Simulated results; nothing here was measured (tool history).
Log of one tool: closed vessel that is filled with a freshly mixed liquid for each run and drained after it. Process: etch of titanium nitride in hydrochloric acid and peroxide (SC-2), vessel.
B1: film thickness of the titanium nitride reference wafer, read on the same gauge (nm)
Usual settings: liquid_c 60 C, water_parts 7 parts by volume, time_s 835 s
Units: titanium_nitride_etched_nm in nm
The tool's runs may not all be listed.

Run 1, hour 0: usual settings but time_s 1170 s; B1 100.01. Result: titanium_nitride_etched_nm 42.06 nm.
Run 2, hour 26.9: usual settings but water_parts 9 parts by volume; B1 100. Result: titanium_nitride_etched_nm 24.55 nm.
Run 3, hour 46.2: usual settings but time_s 965 s; B1 100. Result: titanium_nitride_etched_nm 34.41 nm.
Run 4, hour 79.4: usual settings but time_s 965 s; B1 100.03. Result: titanium_nitride_etched_nm 34.64 nm.
Run 5, hour 114.2: usual settings but time_s 965 s; B1 100. Result: titanium_nitride_etched_nm 34.16 nm.
At hour 123.6: gauge calibrated.
Run 6, hour 138.9: usual settings but liquid_c 64 C, water_parts 5.5 parts by volume; B1 99.98. Result: titanium_nitride_etched_nm 45.76 nm.
At hour 162: thermometer replaced.
Run 7, hour 163.4: usual settings but liquid_c 68 C, time_s 550 s; B1 99.99. Result: titanium_nitride_etched_nm 32.58 nm.
Run 8, hour 184.6: usual settings but liquid_c 69 C, water_parts 8 parts by volume, time_s 985 s; B1 100. Result: titanium_nitride_etched_nm 55.51 nm.
Run 9, hour 210.7: usual settings but liquid_c 68.5 C, water_parts 5 parts by volume, time_s 1020 s; B1 99.98. Result: titanium_nitride_etched_nm 77.4 nm.
Run 10, hour 236: usual settings but liquid_c 63.5 C; B1 100.02. Result: titanium_nitride_etched_nm 36.99 nm.
At hour 252.1: new drum of peroxide connected.
At hour 254.5: chemicals flow meter replaced.
Run 11, hour 257.5: usual settings but liquid_c 55 C, time_s 495 s; B1 100.02. Result: titanium_nitride_etched_nm 12.37 nm.
Run 12, hour 281.9: usual settings; B1 99.94. Result: titanium_nitride_etched_nm 28.85 nm.
Run 13, hour 302.8: usual settings; B1 99.99. Result: titanium_nitride_etched_nm 28.21 nm.
Run 14, hour 335.5: usual settings; B1 99.97. Result: titanium_nitride_etched_nm 28.79 nm.
Run 15, hour 371.2: usual settings but liquid_c 52 C, time_s 1330 s; B1 99.99. Result: titanium_nitride_etched_nm 27.19 nm.
Run 16, hour 404.8: usual settings but liquid_c 63.5 C; B1 99.99. Result: titanium_nitride_etched_nm 35.21 nm.
Run 17, hour 426.7: usual settings but liquid_c 52.5 C, water_parts 9 parts by volume; B1 100.01. Result: titanium_nitride_etched_nm 14.47 nm.
Run 18, hour 527.1: usual settings but liquid_c 69.5 C, water_parts 10 parts by volume, time_s 965 s; B1 100.06. Result: titanium_nitride_etched_nm 43.96 nm.
Run 19, hour 554.2: usual settings; B1 100.05. Result: titanium_nitride_etched_nm 28.84 nm.
Run 20, hour 578.2: usual settings but liquid_c 52 C, time_s 1230 s; B1 100.02. Result: titanium_nitride_etched_nm 25.33 nm.
Run 21, hour 601.4: usual settings but liquid_c 67.5 C, water_parts 5 parts by volume, time_s 505 s; B1 99.99. Result: titanium_nitride_etched_nm 35 nm.
Run 22, hour 621.3: usual settings but liquid_c 65 C; B1 100.01. Result: titanium_nitride_etched_nm 39 nm.
Run 23, hour 638.8: usual settings; B1 100.02. Result: titanium_nitride_etched_nm 28.57 nm.
Run 24, hour 670.8: usual settings; B1 100.01. Result: titanium_nitride_etched_nm 28.69 nm.
Run 25, hour 693.5: usual settings but time_s 1195 s; B1 100.03. Result: titanium_nitride_etched_nm 41.1 nm.
Run 26, hour 718.8: usual settings but liquid_c 52.5 C, water_parts 9 parts by volume; B1 99.99. Result: titanium_nitride_etched_nm 14.55 nm.
Run 27, hour 731.9: usual settings; B1 99.97. Result: titanium_nitride_etched_nm 28.63 nm.
Run 28, hour 756.5: usual settings; B1 99.99. Result: titanium_nitride_etched_nm 28.7 nm.
Run 29, hour 778.8: usual settings but liquid_c 50 C, time_s 425 s; B1 100.01. Result: titanium_nitride_etched_nm 7.61 nm.

4 ways to go on from here, each from the tool as it stands after run 29. What would each give?
Run A, hour 779.7: usual settings; B1 ?. Result: titanium_nitride_etched_nm ?.
Run B, hour 779.7: usual settings but liquid_c 64.5 C, time_s 490 s; B1 ?. Result: titanium_nitride_etched_nm ?.
Run C, hour 779.7: usual settings but liquid_c 54 C; B1 ?. Result: titanium_nitride_etched_nm ?.
Run D, hour 779.7: usual settings but liquid_c 69.5 C, water_parts 8 parts by volume; B1 ?. Result: titanium_nitride_etched_nm ?.

run      B1  titanium_nitride_etched_nm
  A  100.04                       28.41
  B  100.04                       22.03
  C  100.04                       19.37
  D  100.04                       45.67
Without the tool's hidden state the same runs would have given:
run  titanium_nitride_etched_nm
  A                       28.43
  B                       22.05
  C                       19.38
  D                       45.68
